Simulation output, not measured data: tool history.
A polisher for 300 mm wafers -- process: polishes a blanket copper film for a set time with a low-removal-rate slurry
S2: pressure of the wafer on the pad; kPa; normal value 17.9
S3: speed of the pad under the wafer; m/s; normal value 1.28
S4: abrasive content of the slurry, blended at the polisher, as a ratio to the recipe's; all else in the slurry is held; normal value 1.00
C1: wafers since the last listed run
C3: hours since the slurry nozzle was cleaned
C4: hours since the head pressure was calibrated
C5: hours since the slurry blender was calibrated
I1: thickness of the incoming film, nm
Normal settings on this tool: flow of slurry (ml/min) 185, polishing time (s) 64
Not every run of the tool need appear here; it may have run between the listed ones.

Run 1, hour 0.0: usual settings but S2 22.1 kPa; C1 0; wafers polished on this pad 584; C3 129.8; C4 847.6; C5 28.2; I1 1206.5. Result: film removed (Å) 2522.
Run 2, hour 32.0: usual settings but S2 22.1 kPa; C1 369; wafers polished on this pad 954; C3 161.8; C4 879.6; C5 60.2; I1 1227.5. Result: film removed (Å) 2450.
Run 3, hour 66.5: usual settings but flow of slurry (ml/min) 210; C1 398; wafers polished on this pad 1352; C3 196.3; C4 914.1; C5 94.7; I1 1205.4. Result: film removed (Å) 2029.
At hour 88.2: worn pad replaced by a new one.
Run 4, hour 95.4: usual settings but flow of slurry (ml/min) 210; C1 287; wafers polished on this pad 83; C3 225.2; C4 943.0; C5 123.6; I1 1218.2. Result: film removed (Å) 2017.
At hour 109.9: slurry blender recalibrated.
Run 5, hour 130.5: usual settings; C1 382; wafers polished on this pad 465; C3 260.3; C4 978.1; C5 20.6; I1 1208.2. Result: film removed (Å) 1992.
At hour 142.1: slurry nozzle cleaned.
Run 6, hour 160.2: usual settings; C1 331; wafers polished on this pad 796; C3 18.1; C4 1007.8; C5 50.3; I1 1202.3. Result: film removed (Å) 1957.
Run 7, hour 174.0: usual settings; C1 159; wafers polished on this pad 956; C3 31.9; C4 1021.6; C5 64.1; I1 1215.6. Result: film removed (Å) 1964.
At hour 204.1: worn pad replaced by a new one.
Run 8, hour 204.6: usual settings; C1 307; wafers polished on this pad 5; C3 62.5; C4 1052.2; C5 94.7; I1 1209.6. Result: film removed (Å) 1978.
Run 9, hour 233.3: usual settings; C1 331; wafers polished on this pad 336; C3 91.2; C4 1080.9; C5 123.4; I1 1207.9. Result: film removed (Å) 1943.
Run 10, hour 261.9: usual settings; C1 330; wafers polished on this pad 667; C3 119.8; C4 1109.5; C5 152.0; I1 1230.5. Result: film removed (Å) 1934.
At hour 276.5: slurry blender recalibrated.
Run 11, hour 288.9: usual settings; C1 288; wafers polished on this pad 955; C3 146.8; C4 1136.5; C5 12.4; I1 1228.6. Result: film removed (Å) 1945.
Run 12, hour 302.2: usual settings; C1 153; wafers polished on this pad 1109; C3 160.1; C4 1149.8; C5 25.7; I1 1196.7. Result: film removed (Å) 1922.
At hour 315.5: head pressure recalibrated.
At hour 321.6: worn pad replaced by a new one.
Run 13, hour 336.4: usual settings; C1 325; wafers polished on this pad 170; C3 194.3; C4 20.9; C5 59.9; I1 1218.2. Result: film removed (Å) 2120.
Run 14, hour 351.0: usual settings but S2 22.8 kPa, S4 0.80; C1 168; wafers polished on this pad 339; C3 208.9; C4 35.5; C5 74.5; I1 1210.2. Result: film removed (Å) 2578.
Run 15, hour 371.8: usual settings but S2 20.7 kPa; C1 240; wafers polished on this pad 579; C3 229.7; C4 56.3; C5 95.3; I1 1212.4. Result: film removed (Å) 2455.
Run 16, hour 395.6: usual settings but flow of slurry (ml/min) 135, S3 1.56 m/s; C1 274; wafers polished on this pad 854; C3 253.5; C4 80.1; C5 119.1; I1 1192.1. Result: film removed (Å) 2369.
Run 17, hour 408.6: usual settings; C1 150; wafers polished on this pad 1004; C3 266.5; C4 93.1; C5 132.1; I1 1201.3. Result: film removed (Å) 2101.
At hour 427.6: slurry blender recalibrated.
Run 18, hour 442.3: usual settings; C1 365; wafers polished on this pad 1370; C3 300.2; C4 126.8; C5 14.7; I1 1224.3. Result: film removed (Å) 2131.
At hour 454.9: worn pad replaced by a new one.
At hour 460.9: slurry nozzle cleaned.
Run 19, hour 477.8: usual settings but flow of slurry (ml/min) 145; C1 352; wafers polished on this pad 252; C3 16.9; C4 162.3; C5 50.2; I1 1232.1. Result: film removed (Å) 2029.
Run 20, hour 506.1: usual settings but flow of slurry (ml/min) 145, S2 23.4 kPa, S3 0.86 m/s, S4 1.10; C1 326; wafers polished on this pad 579; C3 45.2; C4 190.6; C5 78.5; I1 1205.0. Result: film removed (Å) 1923.
Run 21, hour 527.0: usual settings but S2 11.7 kPa; C1 241; wafers polished on this pad 820; C3 66.1; C4 211.5; C5 99.4; I1 1196.8. Result: film removed (Å) 1377.
Run 22, hour 544.2: usual settings; C1 198; wafers polished on this pad 1019; C3 83.3; C4 228.7; C5 116.6; I1 1216.7. Result: film removed (Å) 2109.
Run 23, hour 566.9: usual settings but S4 0.85, polishing time (s) 82; C1 262; wafers polished on this pad 1281; C3 106.0; C4 251.4; C5 139.3; I1 1207.5. Result: film removed (Å) 2587.
At hour 574.9: worn pad replaced by a new one.
At hour 581.8: slurry blender recalibrated.
Run 24, hour 590.5: usual settings but S3 1.54 m/s; C1 203; wafers polished on this pad 157; C3 129.6; C4 275.0; C5 8.7; I1 1200.3. Result: film removed (Å) 2463.
Run 25, hour 615.0: usual settings but S2 15.9 kPa; C1 282; wafers polished on this pad 440; C3 154.1; C4 299.5; C5 33.2; I1 1195.2. Result: film removed (Å) 1881.
Run 26, hour 635.9: usual settings but S3 0.86 m/s; C1 241; wafers polished on this pad 681; C3 175.0; C4 320.4; C5 54.1; I1 1221.3. Result: film removed (Å) 1514.
Run 27, hour 653.9: usual settings but S3 0.94 m/s; C1 207; wafers polished on this pad 889; C3 193.0; C4 338.4; C5 72.1; I1 1209.1. Result: film removed (Å) 1610.

The tool's hidden state at each run:
removal rate lost through wear of the pad, %: 0 at every run
slurry flow missing at the pad, %: 0 at every run
abrasive missing from the slurry, %: 0 at every run
H1: deviation of the head's pressure from its setpoint, %
run       H1
  1     -4.2
  2    -4.55
  3    -4.96
  4     -5.3
  5    -5.74
  6    -6.12
  7    -6.31
  8    -6.72
  9    -7.12
 10    -7.52
 11    -7.92
 12    -8.11
 13     0.12
 14    0.114
 15    0.102
 16    0.081
 17   0.0663
 18   0.0182
 19  -0.0484
 20   -0.113
 21   -0.168
 22   -0.217
 23   -0.288
 24   -0.368
 25    -0.46
 26   -0.544
 27   -0.621
